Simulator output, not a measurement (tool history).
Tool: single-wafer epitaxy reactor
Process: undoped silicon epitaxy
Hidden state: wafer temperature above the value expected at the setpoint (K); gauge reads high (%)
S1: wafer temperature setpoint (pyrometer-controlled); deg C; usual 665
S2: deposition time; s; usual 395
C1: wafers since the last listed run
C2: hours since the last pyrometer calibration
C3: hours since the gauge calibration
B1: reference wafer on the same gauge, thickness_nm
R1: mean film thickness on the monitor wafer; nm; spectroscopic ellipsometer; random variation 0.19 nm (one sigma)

| run | hour | S1 | S2 | C1 | C2 | C3 | B1 | R1 |
|---|---|---|---|---|---|---|---|---|
| 1 | 0 | 661 | 395 | 0 | 1453.4 | 1136.3 | 91.933 | 80.954 |
| 2 | 95.9 | 665 | 395 | 531 | 1549.3 | 1232.2 | 91.908 | 87.059 |
| 3 | 198.6 | 665 | 395 | 569 | 1652 | 1334.9 | 91.908 | 86.636 |
| 4 | 297.7 | 671 | 395 | 549 | 1751.1 | 1434 | 91.852 | 97.06 |
| 5 | 357.9 | 671 | 395 | 333 | 1811.3 | 1494.2 | 92.001 | 96.656 |
| 6 | 648.9 | 671 | 395 | 1612 | 2102.3 | 1785.2 | 91.916 | 96.525 |
| 7 | 754.2 | 665 | 395 | 583 | 2207.6 | 1890.5 | 91.983 | 86.237 |
| 8 | 838 | 665 | 395 | 464 | 2291.4 | 1974.3 | 91.788 | 86.277 |
| 9 | 913.5 | 665 | 395 | 418 | 2366.9 | 2049.8 | 91.919 | 85.899 |
| 10 | 952.2 | 665 | 395 | 214 | 2405.6 | 2088.5 | 91.949 | 85.649 |
| 11 | 1025.1 | 665 | 395 | 403 | 2478.5 | 2161.4 | 91.808 | 85.389 |
| 12 | 1270.9 | 665 | 395 | 1362 | 2724.3 | 2407.2 | 91.874 | 85.336 |
| 13 | 1371.1 | 665 | 395 | 555 | 2824.5 | 2507.4 | 91.82 | 85.66 |
| 14 | 1424 | 665 | 395 | 293 | 2877.4 | 2560.3 | 91.806 | 85.314 |
| 15 | 1496.9 | 665 | 395 | 403 | 2950.3 | 2633.2 | 91.869 | 85.063 |
| 16 | 1560.1 | 657 | 358 | 350 | 3013.5 | 2696.4 | 91.935 | 66.098 |
|  | 1588 | gauge calibrated |
| 17 | 1648 | 665 | 439 | 487 | 3101.4 | 60 | 91.951 | 94 |
|  | 1670.4 | pyrometer calibrated |
| 18 | 1779.6 | 665 | 439 | 684 | 109.2 | 191.6 | 91.914 | 103.022 |
| 19 | 1816.5 | 675 | 460 | 204 | 146.1 | 228.5 | 91.92 | 129.669 |
| 20 | 1869.9 | 651 | 425 | 295 | 199.5 | 281.9 | 91.906 | 76.636 |
| 21 | 1923.3 | 674 | 420 | 295 | 252.9 | 335.3 | 91.869 | 115.786 |
| 22 | 2028.9 | 672 | 395 | 585 | 358.5 | 440.9 | 91.956 | 105.351 |
| 23 | 2094.7 | 660 | 455 | 364 | 424.3 | 506.7 | 91.852 | 97.193 |
| 24 | 2135.1 | 671 | 424 | 223 | 464.7 | 547.1 | 91.872 | 111.017 |
| 25 | 2201.6 | 665 | 395 | 368 | 531.2 | 613.6 | 91.888 | 92.466 |
|  | 2234.3 | pyrometer calibrated, repeated, since the last time left the tool worse |
| 26 | 2270.3 | 665 | 395 | 336 | 36 | 682.3 | 91.872 | 87.65 |
| 27 | 2326.8 | 665 | 443 | 313 | 92.5 | 738.8 | 91.93 | 98.351 |
| 28 | 2402.5 | 661 | 333 | 419 | 168.2 | 814.5 | 91.917 | 68.481 |
| 29 | 2479.5 | 665 | 440 | 426 | 245.2 | 891.5 | 91.826 | 97.13 |
| 30 | 2583.5 | 656 | 331 | 576 | 349.2 | 995.5 | 91.941 | 62.154 |
| 31 | 2622.2 | 665 | 344 | 214 | 387.9 | 1034.2 | 91.928 | 76.095 |
| 32 | 2685.3 | 660 | 418 | 349 | 451 | 1097.3 | 91.872 | 84.484 |
| 33 | 2740.7 | 674 | 451 | 307 | 506.4 | 1152.7 | 91.936 | 117.774 |
| 34 | 2821.2 | 665 | 395 | 446 | 586.9 | 1233.2 | 91.899 | 87.739 |
| 35 | 2909.7 | 665 | 395 | 490 | 675.4 | 1321.7 | 91.921 | 87.291 |
| 36 | 2965.4 | 678 | 446 | 308 | 731.1 | 1377.4 | 91.865 | 125.141 |

4 ways to go on from here, each from the tool as it stands after run 36. What would each give?
| A | 2965.9 | 665 | 472 | 2 | 731.6 | 1377.9 | ? | ? |
| B | 2965.9 | 658 | 375 | 2 | 731.6 | 1377.9 | ? | ? |
| C | 2965.9 | 676 | 432 | 2 | 731.6 | 1377.9 | ? | ? |
| D | 2965.9 | 665 | 333 | 2 | 731.6 | 1377.9 | ? | ? |

| run | B1 | R1 |
|---|---|---|
| A | 91.907 | 104.392 |
| B | 91.907 | 72.765 |
| C | 91.907 | 116.958 |
| D | 91.907 | 73.65 |
Without the tool's hidden state the same runs would have given:
| run | R1 |
|---|---|
| A | 104.795 |
| B | 73.049 |
| C | 117.4 |
| D | 73.934 |
